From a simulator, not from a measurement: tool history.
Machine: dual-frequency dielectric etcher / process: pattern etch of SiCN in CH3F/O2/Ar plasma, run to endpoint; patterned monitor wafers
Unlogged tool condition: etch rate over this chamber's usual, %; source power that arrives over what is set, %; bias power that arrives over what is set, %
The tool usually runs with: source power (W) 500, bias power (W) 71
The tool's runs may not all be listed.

| run | hour | source power (W) | bias power (W) | wafers since the last listed run | hours since the last wet clean | hours since the last source power generator calibration | hours since the last bias power generator calibration | hours since the last upper electrode change | incoming incoming film thickness, nm | endpoint time (s) |
|---|---|---|---|---|---|---|---|---|---|---|
| 1 | 0 | 500 | 58 | 0 | 210.2 | 3226.5 | 2503 | 1883.3 | 8.58 | 23.3 |
| 2 | 14.1 | 500 | 71 | 130 | 224.3 | 3240.6 | 2517.1 | 1897.4 | 8.57 | 22 |
| 3 | 26.3 | 500 | 71 | 112 | 236.5 | 3252.8 | 2529.3 | 1909.6 | 8.68 | 22.2 |
| 4 | 51.1 | 500 | 71 | 229 | 261.3 | 3277.6 | 2554.1 | 1934.4 | 8.64 | 22 |
| 5 | 69.8 | 500 | 71 | 172 | 280 | 3296.3 | 2572.8 | 1953.1 | 8.66 | 22 |
| 6 | 82.6 | 500 | 71 | 118 | 292.8 | 3309.1 | 2585.6 | 1965.9 | 8.71 | 22.3 |
| 7 | 110.8 | 500 | 71 | 260 | 321 | 3337.3 | 2613.8 | 1994.1 | 8.54 | 21.5 |
| 8 | 132.1 | 500 | 71 | 196 | 342.3 | 3358.6 | 2635.1 | 2015.4 | 8.67 | 21.8 |
|  | 156 | source power generator calibrated |
|  | 170.9 | wet clean of the chamber |
| 9 | 171.4 | 500 | 71 | 189 | 0.5 | 15.4 | 2674.4 | 2054.7 | 8.51 | 22 |
| 10 | 176.1 | 570 | 77 | 43 | 5.2 | 20.1 | 2679.1 | 2059.4 | 8.54 | 20.4 |
|  | 202.1 | bias power generator calibrated |
|  | 226 | upper electrode replaced |
| 11 | 226.5 | 550 | 87 | 208 | 55.6 | 70.5 | 24.4 | 0.5 | 8.53 | 19.5 |
| 12 | 241.3 | 500 | 71 | 136 | 70.4 | 85.3 | 39.2 | 15.3 | 8.6 | 22.1 |
| 13 | 258.2 | 440 | 76 | 156 | 87.3 | 102.2 | 56.1 | 32.2 | 8.57 | 22.3 |
| 14 | 272.8 | 400 | 63 | 135 | 101.9 | 116.8 | 70.7 | 46.8 | 8.62 | 24.8 |
| 15 | 285.1 | 500 | 71 | 113 | 114.2 | 129.1 | 83 | 59.1 | 8.62 | 22 |
| 16 | 318.9 | 400 | 63 | 312 | 148 | 162.9 | 116.8 | 92.9 | 8.6 | 24.9 |
| 17 | 344.4 | 580 | 71 | 235 | 173.5 | 188.4 | 142.3 | 118.4 | 8.56 | 20.4 |
| 18 | 374.9 | 440 | 71 | 282 | 204 | 218.9 | 172.8 | 148.9 | 8.56 | 23 |
| 19 | 407.9 | 500 | 71 | 305 | 237 | 251.9 | 205.8 | 181.9 | 8.67 | 21.8 |
| 20 | 439 | 560 | 88 | 287 | 268.1 | 283 | 236.9 | 213 | 8.54 | 19 |
| 21 | 463 | 410 | 63 | 221 | 292.1 | 307 | 260.9 | 237 | 8.54 | 23.9 |

Hidden state or all else? Some run-to-run changes of endpoint time (s), split into what the settings, what came in and random variation would give without the hidden state, and what is left for the hidden state (with any gauge scatter that isn't in both results):
Run 8 -> 9: source power generator calibrated, wet clean of the chamber. endpoint time (s) +0.2: hidden state +0.6, all else -0.4.
Run 15 -> 16: source power (W) 500 -> 400, bias power (W) 71 -> 63. endpoint time (s) +2.9: hidden state -0.2, all else +3.1.
Run 16 -> 17: source power (W) 400 -> 580, bias power (W) 63 -> 71. endpoint time (s) -4.5: hidden state +0.1, all else -4.6.
Run 20 -> 21: source power (W) 560 -> 410, bias power (W) 88 -> 63. endpoint time (s) +4.9: hidden state -0.2, all else +5.1.

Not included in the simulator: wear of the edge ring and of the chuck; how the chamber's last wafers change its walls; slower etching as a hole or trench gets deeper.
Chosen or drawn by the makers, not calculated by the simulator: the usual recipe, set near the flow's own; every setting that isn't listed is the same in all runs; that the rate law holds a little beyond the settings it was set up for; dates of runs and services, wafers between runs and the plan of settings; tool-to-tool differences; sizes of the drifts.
